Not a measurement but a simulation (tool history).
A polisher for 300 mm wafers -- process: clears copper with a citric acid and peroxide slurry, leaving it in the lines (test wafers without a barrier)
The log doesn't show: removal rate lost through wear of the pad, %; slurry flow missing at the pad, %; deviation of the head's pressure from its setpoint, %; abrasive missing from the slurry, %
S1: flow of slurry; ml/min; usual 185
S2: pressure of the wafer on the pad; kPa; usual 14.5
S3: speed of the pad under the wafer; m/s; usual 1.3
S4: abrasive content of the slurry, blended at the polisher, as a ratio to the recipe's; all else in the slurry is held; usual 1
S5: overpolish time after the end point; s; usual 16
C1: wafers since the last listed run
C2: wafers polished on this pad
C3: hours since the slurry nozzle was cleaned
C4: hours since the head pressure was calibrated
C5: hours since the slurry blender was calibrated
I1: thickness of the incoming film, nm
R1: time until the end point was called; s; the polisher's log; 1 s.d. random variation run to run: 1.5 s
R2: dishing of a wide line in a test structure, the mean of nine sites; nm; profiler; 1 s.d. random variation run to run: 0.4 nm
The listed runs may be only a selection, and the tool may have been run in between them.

run     day   S1    S2    S3    S4  S5   C1    C2     C3     C4     C5     I1     R1    R2
  1       0  185  14.5   1.3     1  16    0  1169    263  429.7  318.6  248.8  133.9  21.2
  2   0.446  185  14.5   1.3     1  16   70  1240  273.7  440.4  329.3    246  131.2  21.7
  3   0.771  185  14.5  1.06     1  16   51  1291  281.5  448.2  337.1  240.4  151.6  17.9
      1.004  -- worn pad replaced by a new one
  4   1.183  210  14.5   1.3     1  13   38    28  291.4  458.1    347  245.9  118.7  19.3
  5   1.646  185  14.5   1.3   0.9  16   73   101  302.5  469.2  358.1  240.8    122  21.7
  6   2.175  185  14.5   1.3     1  16   83   185  315.2  481.9  370.8  247.8  125.6  22.5
  7   2.488  185  14.5   1.3  0.85   7   49   235  322.7  489.4  378.3  248.8  129.4    10
  8   2.758  215  13.1   1.3  1.15  25   42   278  329.2  495.9  384.8    243  128.2  31.1
      3.217  -- slurry blender recalibrated
  9   3.258  160  16.5  0.96     1   7   66   344  341.2  507.9      1  245.4  150.7   8.4
      3.475  -- head pressure recalibrated
 10   3.762  185  14.5   1.3   0.9  10   66   410  353.3    6.9   13.1  245.9    131  13.6
 11   4.271  185  14.5   1.3     1  16   80   491  365.5   19.1   25.3  248.3  129.7    22
 12   4.733  165  14.5  1.14  0.75  16   73   564  376.6   30.2   36.4    243  154.3  17.7
 13   5.312  165  17.2     1  1.25  16   91   656  390.5   44.1   50.3  245.5  136.9  20.6
      5.471  -- slurry nozzle cleaned
 14   6.192  185  14.5   1.3     1  16  132   789   17.3   65.2   71.4  242.3  128.9  21.4
 15   7.075  150  14.5  0.96     1  22  140   929   38.5   86.4   92.6  243.4  173.2  21.4
 16   7.733  230  14.5  1.66     1  16  104  1034   54.3  102.2  108.4    242  101.2  26.5
      7.971  -- worn pad replaced by a new one
 17   8.304  185  14.5  0.98     1  16   64    52     68  115.9  122.1  240.5  153.9  18.5
 18   9.012  185  14.5   1.3     1  16  112   165     85  132.9  139.1  241.3  119.7  22.6
 19   9.758  210  14.5   1.3     1  16  118   283  102.9  150.8    157  243.2    122  22.3
 20  10.062  185  13.1  0.86   0.8  24   48   331  110.2  158.1  164.3  246.7  214.7  19.8
 21  12.079  185    11  1.18     1  25  319   651  158.6  206.5  212.7    244  177.4  24.1
 22  12.471  185  17.9   1.5     1  19   62   713    168  215.9  222.1  245.6   95.1  33.1
 23  12.821  185  14.5   1.3  0.75  24   55   769  176.4  224.3  230.5  247.2  140.7  29.6
 24    13.1  185  14.5   1.3     1  16   44   813  183.1    231  237.2  243.1  131.8  21.5
 25  13.842  185  14.5   1.3     1  16  117   931  200.9  248.8    255    244    130  21.1
 26  14.542  185  17.2   1.3  1.25  16  111  1042  217.7  265.6  271.8  247.8  107.7  25.4
 27  14.946  150  14.5   1.3     1  16   64  1106  227.4  275.3  281.5  247.8  134.7  20.5
     15.783  -- worn pad replaced by a new one
 28  15.804  185  14.5  1.52     1  25  109     3    248  295.9  302.1  246.6  103.6  40.2
 29  16.346  185  14.5   1.3     1  16   85    89    261  308.9  315.1  247.8  123.4  22.3

Consider 3 possible next runs. They are alternatives, not a sequence: every one starts from the tool as it was left by run 29. What does each give?
  A  16.367  185  14.5  1.3   1  16   3  92  261.5  309.4  315.6  245.6   ?   ?
  B  16.367  235  14.5  1.3   1  23   3  92  261.5  309.4  315.6  245.6   ?   ?
  C  16.367  145  17.2  1.3   1  16   3  92  261.5  309.4  315.6  245.6   ?   ?

run     R1    R2
  A  122.6  23.1
  B  118.9  32.8
  C  109.5  25.7
The same runs, with their run-to-run variation unchanged, on a tool lacking any hidden condition would have given:
run     R1    R2
  A  120.1  23.5
  B  116.4  33.4
  C  107.3  26.2

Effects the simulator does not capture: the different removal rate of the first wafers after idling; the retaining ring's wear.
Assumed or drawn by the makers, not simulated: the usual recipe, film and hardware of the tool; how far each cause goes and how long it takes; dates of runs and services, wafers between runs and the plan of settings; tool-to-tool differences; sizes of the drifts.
